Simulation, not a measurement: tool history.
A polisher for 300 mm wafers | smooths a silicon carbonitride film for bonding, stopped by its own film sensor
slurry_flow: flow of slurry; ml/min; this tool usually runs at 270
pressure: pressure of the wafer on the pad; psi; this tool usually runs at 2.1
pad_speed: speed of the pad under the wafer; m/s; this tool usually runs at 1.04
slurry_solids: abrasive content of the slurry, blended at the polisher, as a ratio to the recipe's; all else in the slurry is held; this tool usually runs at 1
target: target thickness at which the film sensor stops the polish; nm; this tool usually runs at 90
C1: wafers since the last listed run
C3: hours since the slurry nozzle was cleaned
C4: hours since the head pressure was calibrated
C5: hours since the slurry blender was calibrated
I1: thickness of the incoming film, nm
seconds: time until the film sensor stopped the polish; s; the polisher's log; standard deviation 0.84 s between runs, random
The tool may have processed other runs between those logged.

{"run": 1, "hour": 0.0, "slurry_flow": 270, "pressure": 2.1, "pad_speed": 1.04, "slurry_solids": 1, "target": 91, "C1": 0, "wafers polished on this pad": 745, "C3": 109.8, "C4": 1034.5, "C5": 47.9, "I1": 100.3, "seconds": 38}
{"hour": 1.9, "done": "worn pad replaced by a new one"}
{"run": 2, "hour": 27.9, "slurry_flow": 270, "pressure": 2.1, "pad_speed": 1.04, "slurry_solids": 1, "target": 91, "C1": 289, "wafers polished on this pad": 289, "C3": 137.7, "C4": 1062.4, "C5": 75.8, "I1": 100.2, "seconds": 38.7}
{"run": 3, "hour": 42.6, "slurry_flow": 270, "pressure": 2.1, "pad_speed": 1.04, "slurry_solids": 1, "target": 91, "C1": 163, "wafers polished on this pad": 452, "C3": 152.4, "C4": 1077.1, "C5": 90.5, "I1": 100, "seconds": 38.3}
{"run": 4, "hour": 64.2, "slurry_flow": 215, "pressure": 2.1, "pad_speed": 1.04, "slurry_solids": 1, "target": 90, "C1": 240, "wafers polished on this pad": 692, "C3": 174, "C4": 1098.7, "C5": 112.1, "I1": 98.1, "seconds": 33.6}
{"hour": 83.1, "done": "worn pad replaced by a new one"}
{"run": 5, "hour": 88.1, "slurry_flow": 215, "pressure": 2.1, "pad_speed": 1.04, "slurry_solids": 1, "target": 90, "C1": 221, "wafers polished on this pad": 55, "C3": 197.9, "C4": 1122.6, "C5": 136, "I1": 100.7, "seconds": 46.9}
{"run": 6, "hour": 114.0, "slurry_flow": 215, "pressure": 2.1, "pad_speed": 1.04, "slurry_solids": 1, "target": 90, "C1": 288, "wafers polished on this pad": 343, "C3": 223.8, "C4": 1148.5, "C5": 161.9, "I1": 99.8, "seconds": 40.8}
{"hour": 143.0, "done": "slurry nozzle cleaned"}
{"run": 7, "hour": 143.6, "slurry_flow": 270, "pressure": 2.1, "pad_speed": 1.04, "slurry_solids": 1, "target": 90, "C1": 318, "wafers polished on this pad": 661, "C3": 0.6, "C4": 1178.1, "C5": 191.5, "I1": 100.2, "seconds": 42.6}
{"hour": 153.0, "done": "worn pad replaced by a new one"}
{"run": 8, "hour": 157.5, "slurry_flow": 270, "pressure": 2.1, "pad_speed": 1.04, "slurry_solids": 1, "target": 90, "C1": 110, "wafers polished on this pad": 50, "C3": 14.5, "C4": 1192, "C5": 205.4, "I1": 99.5, "seconds": 39.4}
{"run": 9, "hour": 178.6, "slurry_flow": 270, "pressure": 1.8, "pad_speed": 1.04, "slurry_solids": 1, "target": 90, "C1": 234, "wafers polished on this pad": 284, "C3": 35.6, "C4": 1213.1, "C5": 226.5, "I1": 99.7, "seconds": 47.1}
{"run": 10, "hour": 205.4, "slurry_flow": 270, "pressure": 2.1, "pad_speed": 1.04, "slurry_solids": 1, "target": 91, "C1": 298, "wafers polished on this pad": 582, "C3": 62.4, "C4": 1239.9, "C5": 253.3, "I1": 99.9, "seconds": 36.9}
{"hour": 219.0, "done": "head pressure recalibrated"}
{"run": 11, "hour": 220.4, "slurry_flow": 270, "pressure": 2.1, "pad_speed": 1.04, "slurry_solids": 1, "target": 90, "C1": 144, "wafers polished on this pad": 727, "C3": 77.4, "C4": 1.4, "C5": 268.3, "I1": 100.8, "seconds": 43.4}
{"hour": 234.0, "done": "worn pad replaced by a new one"}
{"run": 12, "hour": 250.8, "slurry_flow": 365, "pressure": 2.6, "pad_speed": 0.72, "slurry_solids": 1.1, "target": 90, "C1": 293, "wafers polished on this pad": 186, "C3": 107.8, "C4": 31.8, "C5": 298.7, "I1": 98.7, "seconds": 38.1}
{"run": 13, "hour": 276.3, "slurry_flow": 270, "pressure": 2.1, "pad_speed": 0.92, "slurry_solids": 1, "target": 90, "C1": 283, "wafers polished on this pad": 470, "C3": 133.3, "C4": 57.3, "C5": 324.2, "I1": 99.7, "seconds": 46.5}
{"hour": 301.0, "done": "slurry blender recalibrated"}
{"hour": 308.6, "done": "worn pad replaced by a new one"}
{"run": 14, "hour": 309.1, "slurry_flow": 270, "pressure": 2.1, "pad_speed": 1.04, "slurry_solids": 1, "target": 90, "C1": 298, "wafers polished on this pad": 5, "C3": 166.1, "C4": 90.1, "C5": 8.1, "I1": 99.9, "seconds": 41.6}

Estimate the outcome of run 15 from the log above:
{"run": 15, "hour": 332.6, "slurry_flow": 335, "pressure": 2.1, "pad_speed": 1.04, "slurry_solids": 1, "target": 90, "C1": 261, "wafers polished on this pad": 266, "C3": 189.6, "C4": 113.6, "C5": 31.6, "I1": 99.7, "seconds": "?"}

{"run 15": {"seconds": 41.3}}
Take away the tool's hidden state, keep the run-to-run variation as it was, and the same run would have given seconds 41.3 s.
